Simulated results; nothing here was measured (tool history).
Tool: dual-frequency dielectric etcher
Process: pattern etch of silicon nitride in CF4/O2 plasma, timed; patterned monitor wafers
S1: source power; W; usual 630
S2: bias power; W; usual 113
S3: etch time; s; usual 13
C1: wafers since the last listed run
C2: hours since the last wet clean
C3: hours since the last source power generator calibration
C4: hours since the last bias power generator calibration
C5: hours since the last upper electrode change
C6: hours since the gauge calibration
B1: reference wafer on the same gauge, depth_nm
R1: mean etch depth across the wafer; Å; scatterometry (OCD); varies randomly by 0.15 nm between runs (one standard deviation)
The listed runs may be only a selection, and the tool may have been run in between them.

run	day	S1	S2	S3	C1	C2	C3	C4	C5	C6	B1	R1
1	0	630	113	13	0	61.5	2793	834.9	6075.8	1431.2	30.53	313.3
2	1.733	630	113	13	592	103.1	2834.6	876.5	6117.4	1472.8	30.47	312.6
3	3.25	630	113	13	518	139.5	2871	912.9	6153.8	1509.2	30.5	319.1
4	5.942	730	113	13	920	204.1	2935.6	977.5	6218.4	1573.8	30.47	345.8
5	8.208	730	113	13	775	258.5	2990	1031.9	6272.8	1628.2	30.58	349.1
# day 9.867: source power generator calibrated
6	10	630	113	13	555	301.5	3.2	1074.9	6315.8	1671.2	30.49	321.7
# day 12.262: wet clean of the chamber
7	12.929	630	113	13	659	16	73.5	1145.2	6386.1	1741.5	30.52	307
8	15.354	630	113	13	829	74.2	131.7	1203.4	6444.3	1799.7	30.5	312.5
# day 16.017: gauge calibrated
# day 16.729: upper electrode replaced
9	17.55	530	113	13	408	126.9	184.4	1256.1	19.7	36.8	30.51	284.2
10	18.721	530	113	13	400	155	212.5	1284.2	47.8	64.9	30.47	285.5
11	21.296	690	113	13	880	216.8	274.3	1346	109.6	126.7	30.51	331.9
12	22.462	630	113	13	398	244.8	302.3	1374	137.6	154.7	30.48	319.2
13	24.867	630	113	13	822	302.5	360	1431.7	195.3	212.4	30.48	320.6
# day 27.933: wet clean of the chamber
14	27.954	530	97	14.5	713	0.5	434.1	1505.8	269.4	286.5	30.48	286.4
15	30.404	700	113	13	837	59.3	492.9	1564.6	328.2	345.3	30.51	323.2
16	32.512	540	92	16.5	721	109.9	543.5	1615.2	378.8	395.9	30.51	325.6
17	33.921	630	136	13	481	143.7	577.3	1649	412.6	429.7	30.47	335
18	36.571	740	113	13	906	207.3	640.9	1712.6	476.2	493.3	30.45	343.6
19	38.192	630	113	13	554	246.2	679.8	1751.5	515.1	532.2	30.53	312.1
20	39.262	710	94	11.5	366	271.9	705.5	1777.2	540.8	557.9	30.52	274.1
# day 39.754: bias power generator calibrated
21	41.625	510	88	9.5	750	328.6	762.2	44.9	597.5	614.6	30.58	189.5
22	44.112	630	113	13	850	388.3	821.9	104.6	657.2	674.3	30.54	326.8
# day 45.888: wet clean of the chamber
23	46.446	510	113	17	455	13.4	877.9	160.6	713.2	730.3	30.47	374.9
24	49.283	630	113	13	970	81.5	946	228.7	781.3	798.4	30.56	317.6
25	51.117	630	106	9.5	626	125.5	990	272.7	825.3	842.4	30.48	227.5

Run 26 has not been measured yet. What should we expect?
26	53.321	630	105	12	753	178.4	1042.9	325.6	878.2	895.3	?	?

B1: 30.56
R1: 289.7 Å
Minus the tool's unlogged condition, the same run would have read R1 281.4 Å.
